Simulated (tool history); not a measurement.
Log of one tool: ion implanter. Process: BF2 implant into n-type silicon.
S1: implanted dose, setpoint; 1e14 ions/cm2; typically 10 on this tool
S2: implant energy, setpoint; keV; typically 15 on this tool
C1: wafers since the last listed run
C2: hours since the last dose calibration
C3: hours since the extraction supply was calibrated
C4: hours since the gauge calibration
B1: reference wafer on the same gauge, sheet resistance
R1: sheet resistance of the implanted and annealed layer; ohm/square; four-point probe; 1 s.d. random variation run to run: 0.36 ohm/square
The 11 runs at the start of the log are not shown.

run 12 day=14.779 | S1=10 S2=15 | C1=759 C2=1923.8 C3=39.1 C4=455.1 | B1=180.97 | R1=174.48
run 13 day=15.479 | S1=10 S2=15 | C1=488 C2=1940.6 C3=55.9 C4=471.9 | B1=181.06 | R1=175.2
run 14 day=16.708 | S1=10 S2=15 | C1=858 C2=1970.1 C3=85.4 C4=501.4 | B1=181.01 | R1=174.24
run 15 day=17.546 | S1=10 S2=15 | C1=585 C2=1990.2 C3=105.5 C4=521.5 | B1=181.02 | R1=174.53
run 16 day=18.579 | S1=11.02 S2=17.5 | C1=721 C2=2015 C3=130.3 C4=546.3 | B1=181.04 | R1=160.48
run 17 day=19.642 | S1=8.91 S2=15 | C1=742 C2=2040.5 C3=155.8 C4=571.8 | B1=180.97 | R1=185.28
run 18 day=20.842 | S1=8.91 S2=15 | C1=838 C2=2069.3 C3=184.6 C4=600.6 | B1=180.98 | R1=185.19
run 19 day=21.633 | S1=10 S2=16.5 | C1=552 C2=2088.3 C3=203.6 C4=619.6 | B1=181 | R1=170
-- day=21.938 gauge calibrated
-- day=22.442 Faraday cup replaced and dose calibrated
run 20 day=22.967 | S1=10 S2=15 | C1=698 C2=12.6 C3=235.6 C4=24.7 | B1=181.03 | R1=178.41
run 21 day=24 | S1=10 S2=15 | C1=721 C2=37.4 C3=260.4 C4=49.5 | B1=180.85 | R1=178.39
run 22 day=25.104 | S1=7.17 S2=18 | C1=771 C2=63.9 C3=286.9 C4=76 | B1=181.08 | R1=210.08
run 23 day=26.104 | S1=8.35 S2=18.5 | C1=698 C2=87.9 C3=310.9 C4=100 | B1=181.09 | R1=189.28
run 24 day=26.792 | S1=11.18 S2=11 | C1=480 C2=104.4 C3=327.4 C4=116.5 | B1=181 | R1=181.64
run 25 day=27.796 | S1=11.67 S2=15 | C1=701 C2=128.5 C3=351.5 C4=140.6 | B1=181 | R1=166.07
run 26 day=28.75 | S1=8.4 S2=10.5 | C1=666 C2=151.4 C3=374.4 C4=163.5 | B1=181 | R1=214.19
run 27 day=29.788 | S1=10 S2=11 | C1=724 C2=176.3 C3=399.3 C4=188.4 | B1=181.03 | R1=191.68
run 28 day=30.329 | S1=10 S2=15 | C1=378 C2=189.3 C3=412.3 C4=201.4 | B1=181.04 | R1=178.71
run 29 day=31.133 | S1=10 S2=15 | C1=561 C2=208.6 C3=431.6 C4=220.7 | B1=180.95 | R1=177.91
run 30 day=32.062 | S1=11.01 S2=10.5 | C1=649 C2=230.9 C3=453.9 C4=243 | B1=181 | R1=185.07
run 31 day=32.654 | S1=10 S2=15 | C1=413 C2=245.1 C3=468.1 C4=257.2 | B1=180.96 | R1=178.42
run 32 day=33.525 | S1=10 S2=15 | C1=608 C2=266 C3=489 C4=278.1 | B1=180.95 | R1=178.14
run 33 day=34.954 | S1=8.99 S2=12.5 | C1=998 C2=300.3 C3=523.3 C4=312.4 | B1=180.98 | R1=196.73
run 34 day=36.233 | S1=8.84 S2=13.5 | C1=893 C2=331 C3=554 C4=343.1 | B1=181.04 | R1=195.48
run 35 day=37.492 | S1=10 S2=15 | C1=878 C2=361.2 C3=584.2 C4=373.3 | B1=181.03 | R1=178.65
run 36 day=38.042 | S1=10 S2=15 | C1=384 C2=374.4 C3=597.4 C4=386.5 | B1=181.03 | R1=178.65

Branching from run 36: 4 alternative next runs. What would each branch give?
run A day=38.058 | S1=10 S2=15 | C1=11 C2=374.8 C3=597.8 C4=386.9 | B1=? | R1=?
run B day=38.058 | S1=12.9 S2=18.5 | C1=11 C2=374.8 C3=597.8 C4=386.9 | B1=? | R1=?
run C day=38.058 | S1=8.71 S2=17 | C1=11 C2=374.8 C3=597.8 C4=386.9 | B1=? | R1=?
run D day=38.058 | S1=8.77 S2=16.5 | C1=11 C2=374.8 C3=597.8 C4=386.9 | B1=? | R1=?

run=A B1=180.96 R1=177.81
run=B B1=180.96 R1=150.57
run=C B1=180.96 R1=186.51
run=D B1=180.96 R1=187.03
Take away the tool's hidden state, keep each run's random variation, and the runs would have read:
run=A R1=177.51
run=B R1=150.38
run=C R1=186.13
run=D R1=186.65
